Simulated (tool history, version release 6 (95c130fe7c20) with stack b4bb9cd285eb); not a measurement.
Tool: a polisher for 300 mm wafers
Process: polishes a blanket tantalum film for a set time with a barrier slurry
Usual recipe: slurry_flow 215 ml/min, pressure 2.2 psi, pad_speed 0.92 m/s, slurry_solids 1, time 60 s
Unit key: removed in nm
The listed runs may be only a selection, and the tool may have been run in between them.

| run | day | slurry_flow | pressure | pad_speed | slurry_solids | time | wafers since the last listed run | wafers polished on this pad | hours since the slurry nozzle was cleaned | hours since the head pressure was calibrated | hours since the slurry blender was calibrated | incoming thickness of the incoming film, nm | removed |
|---|---|---|---|---|---|---|---|---|---|---|---|---|---|
| 1 | 0 | 215 | 2.2 | 0.92 | 1 | 60 | 0 | 254 | 132 | 671.9 | 241.4 | 286.7 | 87.1 |
| 2 | 3.242 | 215 | 2.2 | 0.92 | 1 | 60 | 798 | 1052 | 209.8 | 749.7 | 319.2 | 292.7 | 82 |
| 3 | 5.567 | 215 | 2.2 | 0.92 | 1 | 60 | 572 | 1624 | 265.6 | 805.5 | 375 | 287.8 | 80.8 |
|  | 6.471 | slurry blender recalibrated |
|  | 7.008 | head pressure recalibrated |
| 4 | 8.238 | 215 | 2.2 | 1.02 | 0.9 | 60 | 616 | 2241 | 329.7 | 29.5 | 42.4 | 291.9 | 85.6 |
|  | 10.392 | worn pad replaced by a new one |
| 5 | 11.021 | 215 | 2.2 | 1.02 | 0.9 | 60 | 644 | 154 | 396.5 | 96.3 | 109.2 | 293.1 | 89.2 |
| 6 | 12.917 | 215 | 2.2 | 0.92 | 1 | 60 | 466 | 621 | 442 | 141.8 | 154.7 | 290.5 | 83.6 |
| 7 | 16.267 | 215 | 2.2 | 0.92 | 1 | 60 | 824 | 1446 | 522.4 | 222.2 | 235.1 | 291.6 | 82.6 |
| 8 | 18.921 | 215 | 2.2 | 0.92 | 1.2 | 54 | 653 | 2100 | 586.1 | 285.9 | 298.8 | 295.6 | 77.2 |
|  | 20.062 | slurry nozzle cleaned |
|  | 20.779 | worn pad replaced by a new one |
| 9 | 21.188 | 215 | 2.2 | 0.92 | 1.2 | 54 | 506 | 100 | 27 | 340.3 | 353.2 | 289.8 | 82.2 |
| 10 | 22.708 | 215 | 2.4 | 0.76 | 1 | 60 | 374 | 474 | 63.5 | 376.8 | 389.7 | 287.2 | 76.4 |
| 11 | 24.658 | 215 | 2.2 | 0.92 | 1 | 60 | 480 | 955 | 110.3 | 423.6 | 436.5 | 289.2 | 80.4 |
|  | 25.883 | slurry blender recalibrated |
| 12 | 26.692 | 215 | 2.6 | 0.92 | 1 | 60 | 480 | 1435 | 159.1 | 472.4 | 19.4 | 287.8 | 95.6 |
| 13 | 29.162 | 215 | 2.2 | 1.16 | 1 | 60 | 608 | 2043 | 218.4 | 531.7 | 78.7 | 288.7 | 100.8 |
| 14 | 31.212 | 215 | 2.2 | 0.92 | 1 | 60 | 504 | 2548 | 267.6 | 580.9 | 127.9 | 293.2 | 79 |
|  | 32.521 | worn pad replaced by a new one |
| 15 | 34.829 | 215 | 2.2 | 1.02 | 0.9 | 60 | 849 | 568 | 354.4 | 667.7 | 214.7 | 287.3 | 89.5 |
|  | 39.596 | slurry nozzle cleaned |
|  | 42.688 | slurry blender recalibrated |
|  | 43.271 | worn pad replaced by a new one |
|  | 43.917 | head pressure recalibrated |
| 16 | 47.767 | 270 | 2.2 | 1.22 | 0.8 | 44 | 3093 | 1087 | 196.1 | 92.4 | 121.9 | 296.2 | 75.5 |
| 17 | 50.967 | 215 | 2.2 | 1 | 1 | 60 | 788 | 1875 | 272.9 | 169.2 | 198.7 | 295.7 | 88.4 |
| 18 | 52.883 | 185 | 1.8 | 0.92 | 1.25 | 60 | 472 | 2347 | 318.9 | 215.2 | 244.7 | 292.6 | 68.7 |
|  | 54.988 | worn pad replaced by a new one |
| 19 | 55.254 | 240 | 2.6 | 0.92 | 1 | 60 | 542 | 65 | 375.8 | 272.1 | 301.6 | 288.4 | 105.3 |

Here are 3 independent what-if runs from the current tool condition. What would each one return?
| A | 55.271 | 215 | 2.2 | 0.92 | 1 | 60 | 4 | 69 | 376.2 | 272.5 | 302 | 292.1 | ? |
| B | 55.271 | 250 | 1.9 | 0.92 | 1 | 51 | 4 | 69 | 376.2 | 272.5 | 302 | 292.1 | ? |
| C | 55.271 | 185 | 2.2 | 0.92 | 1 | 60 | 4 | 69 | 376.2 | 272.5 | 302 | 292.1 | ? |

| run | removed |
|---|---|
| A | 86.3 |
| B | 64.6 |
| C | 84.4 |
Stripped of hidden state, with their random variation kept, the same runs would have yielded:
| run | removed |
|---|---|
| A | 88 |
| B | 65.8 |
| C | 86 |
